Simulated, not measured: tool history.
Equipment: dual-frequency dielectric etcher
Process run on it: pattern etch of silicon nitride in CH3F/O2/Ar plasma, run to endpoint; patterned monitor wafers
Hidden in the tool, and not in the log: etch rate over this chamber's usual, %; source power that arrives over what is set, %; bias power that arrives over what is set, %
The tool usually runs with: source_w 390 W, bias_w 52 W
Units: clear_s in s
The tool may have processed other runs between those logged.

run    hour  source_w  bias_w  wafers since the last listed run  hours since the last wet clean  hours since the last source power generator calibration  hours since the last bias power generator calibration  hours since the last upper electrode change  incoming incoming film thickness, nm  clear_s
  1     0.0       390      52                                 0                           110.9                                                    250.1                                                 4579.0                                       4050.4                                 18.58     29.9
  2    46.0       390      52                               713                           156.9                                                    296.1                                                 4625.0                                       4096.4                                 18.47     29.5
  3    72.5       390      52                               411                           183.4                                                    322.6                                                 4651.5                                       4122.9                                 18.31     29.6
  4   123.2       390      52                               786                           234.1                                                    373.3                                                 4702.2                                       4173.6                                 18.43     29.8
  5   149.1       390      52                               401                           260.0                                                    399.2                                                 4728.1                                       4199.5                                 18.33     29.3
  6   215.4       390      52                              1028                           326.3                                                    465.5                                                 4794.4                                       4265.8                                 18.46     29.9
  7   263.0       390      52                               738                           373.9                                                    513.1                                                 4842.0                                       4313.4                                 18.34     30.4
  8   298.1       390      52                               544                           409.0                                                    548.2                                                 4877.1                                       4348.5                                 18.09     29.1
      332.5  -- wet clean of the chamber
  9   347.0       440      48                               386                            14.5                                                    597.1                                                 4926.0                                       4397.4                                 18.42     30.6
 10   398.4       440      48                               797                            65.9                                                    648.5                                                 4977.4                                       4448.8                                 18.37     30.5
      439.0  -- bias power generator calibrated
 11   443.8       390      52                               642                           111.3                                                    693.9                                                    4.8                                       4494.2                                 18.50     31.3
 12   474.2       390      52                               471                           141.7                                                    724.3                                                   35.2                                       4524.6                                 18.33     30.5
 13   500.7       390      52                               411                           168.2                                                    750.8                                                   61.7                                       4551.1                                 18.60     31.0
 14   531.0       390      52                               470                           198.5                                                    781.1                                                   92.0                                       4581.4                                 18.26     31.1
 15   609.5       390      52                              1218                           277.0                                                    859.6                                                  170.5                                       4659.9                                 18.44     31.2
      637.8  -- wet clean of the chamber, repeated, since the last time left the tool worse
 16   649.2       340      52                               243                            11.4                                                    899.3                                                  210.2                                       4699.6                                 18.22     30.2
 17   704.8       460      46                               862                            67.0                                                    954.9                                                  265.8                                       4755.2                                 18.33     28.6
 18   752.2       350      52                               735                           114.4                                                   1002.3                                                  313.2                                       4802.6                                 18.37     30.5
 19   799.9       320      52                               740                           162.1                                                   1050.0                                                  360.9                                       4850.3                                 18.41     31.8
 20   833.3       300      63                               518                           195.5                                                   1083.4                                                  394.3                                       4883.7                                 18.38     30.8
 21   894.4       440      62                               948                           256.6                                                   1144.5                                                  455.4                                       4944.8                                 18.42     27.9
 22   956.7       390      47                               966                           318.9                                                   1206.8                                                  517.7                                       5007.1                                 18.38     30.8
 23   984.9       320      52                               437                           347.1                                                   1235.0                                                  545.9                                       5035.3                                 18.44     31.8
     1035.7  -- wet clean of the chamber
 24  1036.2       360      63                               423                             0.5                                                   1286.3                                                  597.2                                       5086.6                                 18.44     28.7
     1075.8  -- upper electrode replaced
 25  1084.2       440      42                               372                            48.5                                                   1334.3                                                  645.2                                          8.4                                 18.36     29.2
     1092.0  -- source power generator calibrated
 26  1122.5       460      52                               532                            86.8                                                     30.5                                                  683.5                                         46.7                                 18.62     28.6
 27  1151.4       390      52                               448                           115.7                                                     59.4                                                  712.4                                         75.6                                 18.28     29.7
 28  1180.7       390      52                               454                           145.0                                                     88.7                                                  741.7                                        104.9                                 18.47     29.6
 29  1209.0       390      52                               439                           173.3                                                    117.0                                                  770.0                                        133.2                                 18.41     29.9
 30  1366.7       330      52                              2447                           331.0                                                    274.7                                                  927.7                                        290.9                                 18.36     31.4
 31  1399.7       390      52                               512                           364.0                                                    307.7                                                  960.7                                        323.9                                 18.43     29.8
 32  1428.9       390      52                               453                           393.2                                                    336.9                                                  989.9                                        353.1                                 18.45     30.4
 33  1466.1       390      52                               577                           430.4                                                    374.1                                                 1027.1                                        390.3                                 18.40     30.4
     1502.3  -- wet clean of the chamber
 34  1502.6       330      45                               193                             0.3                                                    410.6                                                 1063.6                                        426.8                                 18.37     31.7
 35  1538.0       470      43                               549                            35.7                                                    446.0                                                 1099.0                                        462.2                                 18.48     28.7

Each row is a separate what-if for the run after 35, all from the same tool condition, not one after another. Results?
  A  1538.4       390      40                                 6                            36.1                                                    446.4                                                 1099.4                                        462.6                                 18.34        ?
  B  1538.4       420      40                                 6                            36.1                                                    446.4                                                 1099.4                                        462.6                                 18.34        ?
  C  1538.4       340      60                                 6                            36.1                                                    446.4                                                 1099.4                                        462.6                                 18.34        ?
  D  1538.4       450      64                                 6                            36.1                                                    446.4                                                 1099.4                                        462.6                                 18.34        ?

run  clear_s
  A     30.7
  B     30.0
  C     29.4
  D     26.6
Stripped of hidden state, with their random variation kept, the same runs would have yielded:
run  clear_s
  A     30.6
  B     29.9
  C     29.4
  D     26.5
